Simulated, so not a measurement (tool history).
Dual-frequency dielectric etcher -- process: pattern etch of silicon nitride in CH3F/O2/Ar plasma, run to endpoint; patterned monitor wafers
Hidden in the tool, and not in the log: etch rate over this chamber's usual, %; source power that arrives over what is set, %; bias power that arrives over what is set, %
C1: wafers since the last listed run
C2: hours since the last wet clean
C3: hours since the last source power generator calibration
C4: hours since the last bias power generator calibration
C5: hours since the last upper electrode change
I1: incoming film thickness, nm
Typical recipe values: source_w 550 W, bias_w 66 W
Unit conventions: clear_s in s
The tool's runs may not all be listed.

{"run": 1, "hour": 0.0, "source_w": 550, "bias_w": 66, "C1": 0, "C2": 248.6, "C3": 3353.9, "C4": 3361.8, "C5": 3219.3, "I1": 58.2, "clear_s": 70.6}
{"run": 2, "hour": 9.6, "source_w": 550, "bias_w": 66, "C1": 131, "C2": 258.2, "C3": 3363.5, "C4": 3371.4, "C5": 3228.9, "I1": 58.9, "clear_s": 70.6}
{"run": 3, "hour": 16.0, "source_w": 550, "bias_w": 66, "C1": 87, "C2": 264.6, "C3": 3369.9, "C4": 3377.8, "C5": 3235.3, "I1": 58.4, "clear_s": 70.3}
{"run": 4, "hour": 28.0, "source_w": 550, "bias_w": 66, "C1": 163, "C2": 276.6, "C3": 3381.9, "C4": 3389.8, "C5": 3247.3, "I1": 58.2, "clear_s": 69.8}
{"run": 5, "hour": 44.1, "source_w": 550, "bias_w": 66, "C1": 219, "C2": 292.7, "C3": 3398.0, "C4": 3405.9, "C5": 3263.4, "I1": 58.8, "clear_s": 70.1}
{"run": 6, "hour": 52.1, "source_w": 550, "bias_w": 66, "C1": 109, "C2": 300.7, "C3": 3406.0, "C4": 3413.9, "C5": 3271.4, "I1": 58.3, "clear_s": 69.8}
{"run": 7, "hour": 64.9, "source_w": 550, "bias_w": 56, "C1": 174, "C2": 313.5, "C3": 3418.8, "C4": 3426.7, "C5": 3284.2, "I1": 58.6, "clear_s": 74.6}
{"run": 8, "hour": 77.4, "source_w": 490, "bias_w": 66, "C1": 170, "C2": 326.0, "C3": 3431.3, "C4": 3439.2, "C5": 3296.7, "I1": 58.8, "clear_s": 75.1}
{"run": 9, "hour": 103.6, "source_w": 490, "bias_w": 66, "C1": 357, "C2": 352.2, "C3": 3457.5, "C4": 3465.4, "C5": 3322.9, "I1": 58.5, "clear_s": 73.8}
{"run": 10, "hour": 110.0, "source_w": 490, "bias_w": 66, "C1": 87, "C2": 358.6, "C3": 3463.9, "C4": 3471.8, "C5": 3329.3, "I1": 58.3, "clear_s": 74.7}
{"run": 11, "hour": 123.7, "source_w": 550, "bias_w": 66, "C1": 187, "C2": 372.3, "C3": 3477.6, "C4": 3485.5, "C5": 3343.0, "I1": 58.2, "clear_s": 69.0}
{"run": 12, "hour": 134.2, "source_w": 550, "bias_w": 66, "C1": 143, "C2": 382.8, "C3": 3488.1, "C4": 3496.0, "C5": 3353.5, "I1": 59.2, "clear_s": 70.6}
{"run": 13, "hour": 142.0, "source_w": 520, "bias_w": 66, "C1": 106, "C2": 390.6, "C3": 3495.9, "C4": 3503.8, "C5": 3361.3, "I1": 58.6, "clear_s": 71.5}
{"run": 14, "hour": 156.7, "source_w": 520, "bias_w": 66, "C1": 200, "C2": 405.3, "C3": 3510.6, "C4": 3518.5, "C5": 3376.0, "I1": 58.2, "clear_s": 71.2}
{"hour": 168.5, "done": "bias power generator calibrated"}
{"run": 15, "hour": 173.1, "source_w": 550, "bias_w": 66, "C1": 169, "C2": 421.7, "C3": 3527.0, "C4": 4.6, "C5": 3392.4, "I1": 59.1, "clear_s": 70.2}
{"run": 16, "hour": 185.7, "source_w": 420, "bias_w": 56, "C1": 172, "C2": 434.3, "C3": 3539.6, "C4": 17.2, "C5": 3405.0, "I1": 58.1, "clear_s": 84.8}
{"hour": 213.3, "done": "wet clean of the chamber"}
{"hour": 218.3, "done": "upper electrode replaced"}
{"run": 17, "hour": 218.8, "source_w": 550, "bias_w": 66, "C1": 55, "C2": 5.5, "C3": 3572.7, "C4": 50.3, "C5": 0.5, "I1": 58.6, "clear_s": 73.1}
{"run": 18, "hour": 219.2, "source_w": 640, "bias_w": 66, "C1": 5, "C2": 5.9, "C3": 3573.1, "C4": 50.7, "C5": 0.9, "I1": 58.3, "clear_s": 67.1}
{"run": 19, "hour": 225.2, "source_w": 470, "bias_w": 66, "C1": 81, "C2": 11.9, "C3": 3579.1, "C4": 56.7, "C5": 6.9, "I1": 58.3, "clear_s": 79.2}
{"run": 20, "hour": 234.5, "source_w": 550, "bias_w": 76, "C1": 127, "C2": 21.2, "C3": 3588.4, "C4": 66.0, "C5": 16.2, "I1": 58.3, "clear_s": 69.0}
{"run": 21, "hour": 268.2, "source_w": 690, "bias_w": 66, "C1": 460, "C2": 54.9, "C3": 3622.1, "C4": 99.7, "C5": 49.9, "I1": 58.0, "clear_s": 63.8}
{"hour": 281.8, "done": "source power generator calibrated"}
{"run": 22, "hour": 283.5, "source_w": 470, "bias_w": 76, "C1": 154, "C2": 70.2, "C3": 1.7, "C4": 115.0, "C5": 65.2, "I1": 58.9, "clear_s": 75.2}
{"run": 23, "hour": 299.7, "source_w": 410, "bias_w": 71, "C1": 221, "C2": 86.4, "C3": 17.9, "C4": 131.2, "C5": 81.4, "I1": 58.6, "clear_s": 83.1}
{"run": 24, "hour": 314.2, "source_w": 500, "bias_w": 66, "C1": 198, "C2": 100.9, "C3": 32.4, "C4": 145.7, "C5": 95.9, "I1": 58.3, "clear_s": 75.5}
{"run": 25, "hour": 322.0, "source_w": 610, "bias_w": 74, "C1": 106, "C2": 108.7, "C3": 40.2, "C4": 153.5, "C5": 103.7, "I1": 58.6, "clear_s": 65.6}
{"run": 26, "hour": 337.4, "source_w": 480, "bias_w": 60, "C1": 210, "C2": 124.1, "C3": 55.6, "C4": 168.9, "C5": 119.1, "I1": 57.7, "clear_s": 78.5}
{"run": 27, "hour": 349.1, "source_w": 550, "bias_w": 66, "C1": 159, "C2": 135.8, "C3": 67.3, "C4": 180.6, "C5": 130.8, "I1": 58.5, "clear_s": 71.6}

What does the tool deliver on the next run?
{"run": 28, "hour": 356.7, "source_w": 630, "bias_w": 60, "C1": 103, "C2": 143.4, "C3": 74.9, "C4": 188.2, "C5": 138.4, "I1": 58.4, "clear_s": "?"}

clear_s: 68.9 s
With the hidden condition absent and the run-to-run variation left alone, this run would have shown clear_s 69.4 s.
